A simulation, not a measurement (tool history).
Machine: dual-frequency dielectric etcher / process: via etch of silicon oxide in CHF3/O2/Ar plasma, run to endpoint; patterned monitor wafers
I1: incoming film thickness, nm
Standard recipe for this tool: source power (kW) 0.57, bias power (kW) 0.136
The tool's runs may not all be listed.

Run 1, hour 0: usual settings but source power (kW) 0.46; I1 779.5. Result: endpoint time (s) 511.9.
Run 2, hour 24.9: usual settings but source power (kW) 0.46; I1 774. Result: endpoint time (s) 500.8.
Run 3, hour 42.8: usual settings but source power (kW) 0.46; I1 788.9. Result: endpoint time (s) 503.4.
Run 4, hour 60.5: usual settings but source power (kW) 0.51; I1 781.1. Result: endpoint time (s) 471.8.
At hour 117.2: upper electrode replaced.
Run 5, hour 117.7: usual settings but source power (kW) 0.51; I1 784.1. Result: endpoint time (s) 474.4.
Run 6, hour 118.1: usual settings but source power (kW) 0.51; I1 786.9. Result: endpoint time (s) 470.3.
Run 7, hour 150.8: usual settings; I1 787.1. Result: endpoint time (s) 457.7.
At hour 175.5: source power generator calibrated.
Run 8, hour 185.2: usual settings but source power (kW) 0.62, bias power (kW) 0.103; I1 776.2. Result: endpoint time (s) 440.1.
Run 9, hour 208.6: usual settings but source power (kW) 0.62, bias power (kW) 0.113; I1 773.9. Result: endpoint time (s) 444.4.
Run 10, hour 240.6: usual settings but source power (kW) 0.51, bias power (kW) 0.153; I1 783.7. Result: endpoint time (s) 468.5.
At hour 251.6: bias power generator calibrated.
At hour 267: wet clean of the chamber.
Run 11, hour 267.5: usual settings but source power (kW) 0.44, bias power (kW) 0.163; I1 791.1. Result: endpoint time (s) 505.1.

The next listed run, before its measurement:
Run 12, hour 346.3: usual settings; I1 787.3. Result: endpoint time (s) ?.

endpoint time (s): 451.4
With no hidden state in the tool, this same run would have given endpoint time (s) 451.4.

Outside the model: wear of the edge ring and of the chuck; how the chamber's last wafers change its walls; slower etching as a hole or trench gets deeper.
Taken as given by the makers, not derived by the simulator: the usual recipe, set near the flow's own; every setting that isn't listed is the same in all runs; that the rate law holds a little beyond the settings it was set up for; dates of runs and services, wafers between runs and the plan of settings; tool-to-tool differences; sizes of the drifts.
